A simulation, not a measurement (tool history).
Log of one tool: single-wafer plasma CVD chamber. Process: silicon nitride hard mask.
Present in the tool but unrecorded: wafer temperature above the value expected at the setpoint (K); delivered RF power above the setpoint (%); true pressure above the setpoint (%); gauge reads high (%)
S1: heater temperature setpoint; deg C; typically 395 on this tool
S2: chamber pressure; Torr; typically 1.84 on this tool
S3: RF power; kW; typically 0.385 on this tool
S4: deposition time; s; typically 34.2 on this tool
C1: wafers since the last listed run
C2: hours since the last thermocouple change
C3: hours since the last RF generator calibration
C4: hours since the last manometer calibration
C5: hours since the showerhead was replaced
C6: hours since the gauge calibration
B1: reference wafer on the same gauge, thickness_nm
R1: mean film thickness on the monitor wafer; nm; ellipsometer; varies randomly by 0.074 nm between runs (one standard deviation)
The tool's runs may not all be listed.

| run | hour | S1 | S2 | S3 | S4 | C1 | C2 | C3 | C4 | C5 | C6 | B1 | R1 |
|---|---|---|---|---|---|---|---|---|---|---|---|---|---|
| 1 | 0 | 404 | 1.84 | 0.37 | 34.2 | 0 | 1043.8 | 2255.2 | 2327.3 | 7026.5 | 126.6 | 48.697 | 42.585 |
| 2 | 12.8 | 395 | 1.84 | 0.385 | 34.2 | 196 | 1056.6 | 2268 | 2340.1 | 7039.3 | 139.4 | 48.698 | 44.151 |
| 3 | 25.4 | 395 | 1.84 | 0.385 | 34.2 | 193 | 1069.2 | 2280.6 | 2352.7 | 7051.9 | 152 | 48.693 | 44.046 |
| 4 | 40.1 | 395 | 1.84 | 0.385 | 34.2 | 225 | 1083.9 | 2295.3 | 2367.4 | 7066.6 | 166.7 | 48.715 | 43.986 |
| 5 | 49 | 395 | 1.84 | 0.385 | 32.7 | 136 | 1092.8 | 2304.2 | 2376.3 | 7075.5 | 175.6 | 48.713 | 42.12 |
| 6 | 55.3 | 395 | 1.84 | 0.385 | 32.7 | 96 | 1099.1 | 2310.5 | 2382.6 | 7081.8 | 181.9 | 48.7 | 42.13 |
| 7 | 72.9 | 395 | 1.84 | 0.385 | 32.7 | 270 | 1116.7 | 2328.1 | 2400.2 | 7099.4 | 199.5 | 48.698 | 42.049 |
|  | 96.9 | showerhead replaced |
| 8 | 97.4 | 391 | 1.84 | 0.385 | 38.6 | 253 | 1141.2 | 2352.6 | 2424.7 | 0.5 | 224 | 48.701 | 49.699 |
|  | 130.9 | thermocouple changed; heater temperature recalibrated |
| 9 | 131.4 | 395 | 1.84 | 0.385 | 34.2 | 399 | 0.5 | 2386.6 | 2458.7 | 34.5 | 258 | 48.71 | 43.96 |
|  | 148.1 | capacitance manometer re-zeroed and calibrated |
| 10 | 148.6 | 395 | 1.84 | 0.385 | 34.2 | 141 | 17.7 | 2403.8 | 0.5 | 51.7 | 275.2 | 48.72 | 43.881 |
| 11 | 156.7 | 395 | 1.84 | 0.415 | 34.2 | 124 | 25.8 | 2411.9 | 8.6 | 59.8 | 283.3 | 48.697 | 46.496 |
|  | 168.9 | RF generator calibrated |
| 12 | 169.4 | 395 | 1.84 | 0.385 | 34.2 | 72 | 38.5 | 0.5 | 21.3 | 72.5 | 296 | 48.716 | 46.585 |
| 13 | 178.2 | 395 | 1.84 | 0.385 | 34.2 | 135 | 47.3 | 9.3 | 30.1 | 81.3 | 304.8 | 48.708 | 46.667 |
| 14 | 191.7 | 395 | 1.7 | 0.345 | 34.2 | 207 | 60.8 | 22.8 | 43.6 | 94.8 | 318.3 | 48.696 | 42.079 |
| 15 | 203.7 | 395 | 1.84 | 0.385 | 34.2 | 184 | 72.8 | 34.8 | 55.6 | 106.8 | 330.3 | 48.702 | 46.496 |
| 16 | 213.4 | 395 | 1.84 | 0.385 | 28.8 | 149 | 82.5 | 44.5 | 65.3 | 116.5 | 340 | 48.712 | 39.201 |
|  | 227.1 | gauge calibrated |
| 17 | 230.3 | 403 | 1.84 | 0.34 | 34.2 | 259 | 99.4 | 61.4 | 82.2 | 133.4 | 3.2 | 48.705 | 42.139 |
| 18 | 239.5 | 388 | 1.84 | 0.45 | 38.9 | 141 | 108.6 | 70.6 | 91.4 | 142.6 | 12.4 | 48.698 | 59.347 |
| 19 | 251.6 | 383 | 1.84 | 0.385 | 36.9 | 185 | 120.7 | 82.7 | 103.5 | 154.7 | 24.5 | 48.71 | 50.46 |
| 20 | 265.8 | 395 | 1.99 | 0.385 | 34.2 | 218 | 134.9 | 96.9 | 117.7 | 168.9 | 38.7 | 48.695 | 47.341 |
| 21 | 277.8 | 395 | 1.69 | 0.385 | 39.5 | 184 | 146.9 | 108.9 | 129.7 | 180.9 | 50.7 | 48.726 | 52.864 |
| 22 | 288.8 | 395 | 1.84 | 0.385 | 31.7 | 168 | 157.9 | 119.9 | 140.7 | 191.9 | 61.7 | 48.702 | 43.032 |

Here are 5 independent what-if runs from the current tool condition. What would each one return?
| A | 289.2 | 395 | 1.84 | 0.385 | 34.2 | 6 | 158.3 | 120.3 | 141.1 | 192.3 | 62.1 | ? | ? |
| B | 289.2 | 395 | 1.84 | 0.32 | 34.2 | 6 | 158.3 | 120.3 | 141.1 | 192.3 | 62.1 | ? | ? |
| C | 289.2 | 395 | 2.27 | 0.385 | 34.2 | 6 | 158.3 | 120.3 | 141.1 | 192.3 | 62.1 | ? | ? |
| D | 289.2 | 395 | 1.84 | 0.385 | 28.3 | 6 | 158.3 | 120.3 | 141.1 | 192.3 | 62.1 | ? | ? |
| E | 289.2 | 384 | 1.84 | 0.45 | 38.3 | 6 | 158.3 | 120.3 | 141.1 | 192.3 | 62.1 | ? | ? |

| run | B1 | R1 |
|---|---|---|
| A | 48.706 | 46.56 |
| B | 48.706 | 40.132 |
| C | 48.706 | 48.627 |
| D | 48.706 | 38.545 |
| E | 48.706 | 58.516 |
Take away the tool's hidden state, keep each run's random variation, and the runs would have read:
| run | R1 |
|---|---|
| A | 47.013 |
| B | 40.54 |
| C | 49.1 |
| D | 38.92 |
| E | 59.044 |
